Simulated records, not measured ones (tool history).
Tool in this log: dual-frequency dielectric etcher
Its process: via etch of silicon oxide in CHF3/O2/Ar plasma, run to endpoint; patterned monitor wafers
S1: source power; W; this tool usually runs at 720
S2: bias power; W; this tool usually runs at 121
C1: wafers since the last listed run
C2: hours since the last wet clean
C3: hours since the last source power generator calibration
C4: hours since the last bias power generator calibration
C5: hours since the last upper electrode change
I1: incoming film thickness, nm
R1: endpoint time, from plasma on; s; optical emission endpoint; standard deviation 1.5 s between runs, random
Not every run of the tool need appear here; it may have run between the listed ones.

run 1 hour=0.0 | S1=720 S2=102 | C1=0 C2=221.5 C3=2276.6 C4=2650.5 C5=1814.1 | I1=720.8 | R1=410.3
run 2 hour=34.3 | S1=720 S2=102 | C1=135 C2=255.8 C3=2310.9 C4=2684.8 C5=1848.4 | I1=725.0 | R1=412.4
run 3 hour=54.1 | S1=720 S2=102 | C1=78 C2=275.6 C3=2330.7 C4=2704.6 C5=1868.2 | I1=723.1 | R1=411.7
run 4 hour=78.7 | S1=720 S2=121 | C1=96 C2=300.2 C3=2355.3 C4=2729.2 C5=1892.8 | I1=725.7 | R1=394.6
run 5 hour=111.0 | S1=720 S2=121 | C1=127 C2=332.5 C3=2387.6 C4=2761.5 C5=1925.1 | I1=723.6 | R1=394.5
run 6 hour=140.2 | S1=840 S2=121 | C1=115 C2=361.7 C3=2416.8 C4=2790.7 C5=1954.3 | I1=719.7 | R1=369.6
run 7 hour=166.8 | S1=840 S2=121 | C1=104 C2=388.3 C3=2443.4 C4=2817.3 C5=1980.9 | I1=725.2 | R1=369.4
run 8 hour=181.8 | S1=720 S2=121 | C1=59 C2=403.3 C3=2458.4 C4=2832.3 C5=1995.9 | I1=724.9 | R1=396.2
run 9 hour=205.6 | S1=720 S2=121 | C1=93 C2=427.1 C3=2482.2 C4=2856.1 C5=2019.7 | I1=731.3 | R1=395.6
run 10 hour=229.2 | S1=720 S2=121 | C1=93 C2=450.7 C3=2505.8 C4=2879.7 C5=2043.3 | I1=730.7 | R1=394.9
run 11 hour=252.5 | S1=720 S2=121 | C1=91 C2=474.0 C3=2529.1 C4=2903.0 C5=2066.6 | I1=717.8 | R1=391.2
run 12 hour=265.0 | S1=620 S2=138 | C1=49 C2=486.5 C3=2541.6 C4=2915.5 C5=2079.1 | I1=721.5 | R1=400.6
run 13 hour=295.0 | S1=720 S2=121 | C1=118 C2=516.5 C3=2571.6 C4=2945.5 C5=2109.1 | I1=720.1 | R1=393.2
run 14 hour=317.4 | S1=720 S2=147 | C1=88 C2=538.9 C3=2594.0 C4=2967.9 C5=2131.5 | I1=718.2 | R1=366.4
run 15 hour=338.6 | S1=720 S2=92 | C1=83 C2=560.1 C3=2615.2 C4=2989.1 C5=2152.7 | I1=724.7 | R1=428.2
run 16 hour=362.6 | S1=720 S2=121 | C1=94 C2=584.1 C3=2639.2 C4=3013.1 C5=2176.7 | I1=727.7 | R1=393.9
run 17 hour=387.2 | S1=820 S2=139 | C1=96 C2=608.7 C3=2663.8 C4=3037.7 C5=2201.3 | I1=723.6 | R1=358.3
-- hour=403.8 source power generator calibrated
-- hour=409.7 bias power generator calibrated
-- hour=450.4 upper electrode replaced
-- hour=462.0 wet clean of the chamber
run 18 hour=462.5 | S1=720 S2=121 | C1=125 C2=0.5 C3=58.7 C4=52.8 C5=12.1 | I1=722.9 | R1=394.7
run 19 hour=480.7 | S1=560 S2=92 | C1=71 C2=18.7 C3=76.9 C4=71.0 C5=30.3 | I1=727.4 | R1=479.2
run 20 hour=501.6 | S1=580 S2=98 | C1=82 C2=39.6 C3=97.8 C4=91.9 C5=51.2 | I1=729.6 | R1=462.1
run 21 hour=521.8 | S1=560 S2=109 | C1=79 C2=59.8 C3=118.0 C4=112.1 C5=71.4 | I1=722.1 | R1=451.0
run 22 hour=544.5 | S1=820 S2=146 | C1=89 C2=82.5 C3=140.7 C4=134.8 C5=94.1 | I1=728.3 | R1=353.5
run 23 hour=568.9 | S1=720 S2=121 | C1=96 C2=106.9 C3=165.1 C4=159.2 C5=118.5 | I1=730.0 | R1=398.0
run 24 hour=584.7 | S1=660 S2=94 | C1=62 C2=122.7 C3=180.9 C4=175.0 C5=134.3 | I1=727.4 | R1=442.7
run 25 hour=602.6 | S1=720 S2=121 | C1=70 C2=140.6 C3=198.8 C4=192.9 C5=152.2 | I1=726.1 | R1=395.9
run 26 hour=621.6 | S1=720 S2=121 | C1=74 C2=159.6 C3=217.8 C4=211.9 C5=171.2 | I1=727.6 | R1=398.4
run 27 hour=654.9 | S1=770 S2=97 | C1=131 C2=192.9 C3=251.1 C4=245.2 C5=204.5 | I1=726.9 | R1=409.7
run 28 hour=672.1 | S1=720 S2=121 | C1=67 C2=210.1 C3=268.3 C4=262.4 C5=221.7 | I1=727.9 | R1=395.0
run 29 hour=701.1 | S1=720 S2=121 | C1=114 C2=239.1 C3=297.3 C4=291.4 C5=250.7 | I1=723.6 | R1=394.3
run 30 hour=737.6 | S1=720 S2=121 | C1=143 C2=275.6 C3=333.8 C4=327.9 C5=287.2 | I1=730.9 | R1=397.3
run 31 hour=770.5 | S1=720 S2=121 | C1=129 C2=308.5 C3=366.7 C4=360.8 C5=320.1 | I1=725.5 | R1=394.9
run 32 hour=789.4 | S1=600 S2=133 | C1=74 C2=327.4 C3=385.6 C4=379.7 C5=339.0 | I1=713.6 | R1=407.3
run 33 hour=810.7 | S1=570 S2=121 | C1=83 C2=348.7 C3=406.9 C4=401.0 C5=360.3 | I1=733.0 | R1=437.7
run 34 hour=827.6 | S1=540 S2=149 | C1=66 C2=365.6 C3=423.8 C4=417.9 C5=377.2 | I1=721.7 | R1=414.9

Give the tool's hidden conditions for every run:
etch rate over this chamber's usual, %: 0, the same for each run
source power that arrives over what is set, %: 0, the same for each run
bias power that arrives over what is set, %: 0, the same for each run
